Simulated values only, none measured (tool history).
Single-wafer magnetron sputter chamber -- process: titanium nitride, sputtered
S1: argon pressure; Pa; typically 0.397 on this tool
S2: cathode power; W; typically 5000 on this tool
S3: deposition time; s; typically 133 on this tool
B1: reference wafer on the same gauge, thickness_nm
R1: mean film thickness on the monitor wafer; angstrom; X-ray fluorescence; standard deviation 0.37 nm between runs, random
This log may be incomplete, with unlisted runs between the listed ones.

Run 1, hour 0: usual settings but S2 4150 W; B1 117.987. Result: R1 1049.82 angstrom.
Run 2, hour 35.4: usual settings but S2 4150 W; B1 117.918. Result: R1 1043.39 angstrom.
Run 3, hour 64.4: usual settings; B1 117.937. Result: R1 1258.63 angstrom.
Run 4, hour 130.6: usual settings; B1 118.108. Result: R1 1270.4 angstrom.
At hour 261: sputter target and shields replaced.
Run 5, hour 319.7: usual settings but S1 0.3 Pa, S3 117 s; B1 117.975. Result: R1 1154.98 angstrom.
Run 6, hour 384.9: usual settings but S3 126 s; B1 117.964. Result: R1 1209.37 angstrom.
Run 7, hour 438.9: usual settings but S3 126 s; B1 118.159. Result: R1 1201.13 angstrom.
At hour 490: capacitance manometer re-zeroed and calibrated.
Run 8, hour 502.8: usual settings but S3 126 s; B1 118.04. Result: R1 1167.78 angstrom.
Run 9, hour 553: usual settings; B1 118.089. Result: R1 1238.54 angstrom.
Run 10, hour 618.2: usual settings but S3 151 s; B1 117.948. Result: R1 1406.83 angstrom.
Run 11, hour 665.6: usual settings; B1 118.011. Result: R1 1234.94 angstrom.
At hour 698: sputter target and shields replaced.
Run 12, hour 736.2: usual settings; B1 117.924. Result: R1 1232.92 angstrom.
Run 13, hour 779.4: usual settings; B1 117.968. Result: R1 1234.37 angstrom.
Run 14, hour 836: usual settings but S2 5350 W; B1 118.021. Result: R1 1320.63 angstrom.
Run 15, hour 890.3: usual settings but S2 5400 W; B1 118.016. Result: R1 1336.82 angstrom.
At hour 966.4: magnet pack replaced.
Run 16, hour 966.9: usual settings but S1 0.254 Pa, S2 6050 W, S3 155 s; B1 117.931. Result: R1 1844.12 angstrom.
Run 17, hour 1021.7: usual settings but S1 0.262 Pa, S3 122 s; B1 117.992. Result: R1 1205.38 angstrom.
Run 18, hour 1058.6: usual settings but S1 0.511 Pa; B1 117.93. Result: R1 1181.12 angstrom.
At hour 1080: gauge calibrated.
Run 19, hour 1125.4: usual settings; B1 118.064. Result: R1 1237.58 angstrom.
At hour 1155.6: sputter target and shields replaced.
Run 20, hour 1182.1: usual settings but S1 0.512 Pa, S2 4300 W, S3 108 s; B1 118.016. Result: R1 821.95 angstrom.
Run 21, hour 1227.7: usual settings but S1 0.257 Pa, S3 108 s; B1 118.057. Result: R1 1067.73 angstrom.
Run 22, hour 1256.9: usual settings but S1 0.356 Pa, S3 110 s; B1 117.905. Result: R1 1036.66 angstrom.
Run 23, hour 1313.1: usual settings; B1 117.888. Result: R1 1233.29 angstrom.
Run 24, hour 1348.5: usual settings; B1 117.96. Result: R1 1238.35 angstrom.
Run 25, hour 1462.1: usual settings; B1 118.031. Result: R1 1240.8 angstrom.
Run 26, hour 1527.8: usual settings but S2 5900 W; B1 118.038. Result: R1 1461.59 angstrom.
At hour 1549.4: sputter target and shields replaced.
Run 27, hour 1565.5: usual settings but S1 0.514 Pa, S2 5600 W, S3 147 s; B1 117.909. Result: R1 1464.64 angstrom.
Run 28, hour 1605.8: usual settings; B1 117.925. Result: R1 1237.08 angstrom.
Run 29, hour 1670: usual settings but S1 0.341 Pa, S2 5650 W, S3 113 s; B1 117.994. Result: R1 1215.46 angstrom.
Run 30, hour 1703.4: usual settings but S1 0.484 Pa, S2 3900 W, S3 146 s; B1 118.014. Result: R1 1025.17 angstrom.
Run 31, hour 1760.9: usual settings but S1 0.273 Pa, S2 4050 W; B1 118.049. Result: R1 1056.49 angstrom.
Run 32, hour 1826.8: usual settings but S1 0.505 Pa, S2 4350 W, S3 116 s; B1 118.045. Result: R1 900.35 angstrom.
Run 33, hour 1935: usual settings; B1 118.044. Result: R1 1242.69 angstrom.

Hidden state, per run?
deposition rate above that of a new target (%): 0, the same for each run
gauge reads high (%): 0, the same for each run
H1: true argon pressure above the setpoint (%)
run      H1
  1   -14.1
  2   -14.4
  3   -14.7
  4   -15.3
  5     -17
  6   -17.6
  7   -18.1
  8  -0.192
  9  -0.197
 10  -0.215
 11  -0.236
 12   -0.28
 13  -0.314
 14  -0.366
 15  -0.426
 16  -0.524
 17  -0.605
 18  -0.664
 19  -0.782
 20  -0.892
 21  -0.988
 22   -1.05
 23   -1.18
 24   -1.27
 25   -1.57
 26   -1.77
 27   -1.88
 28   -2.01
 29   -2.23
 30   -2.35
 31   -2.55
 32   -2.81
 33   -3.25

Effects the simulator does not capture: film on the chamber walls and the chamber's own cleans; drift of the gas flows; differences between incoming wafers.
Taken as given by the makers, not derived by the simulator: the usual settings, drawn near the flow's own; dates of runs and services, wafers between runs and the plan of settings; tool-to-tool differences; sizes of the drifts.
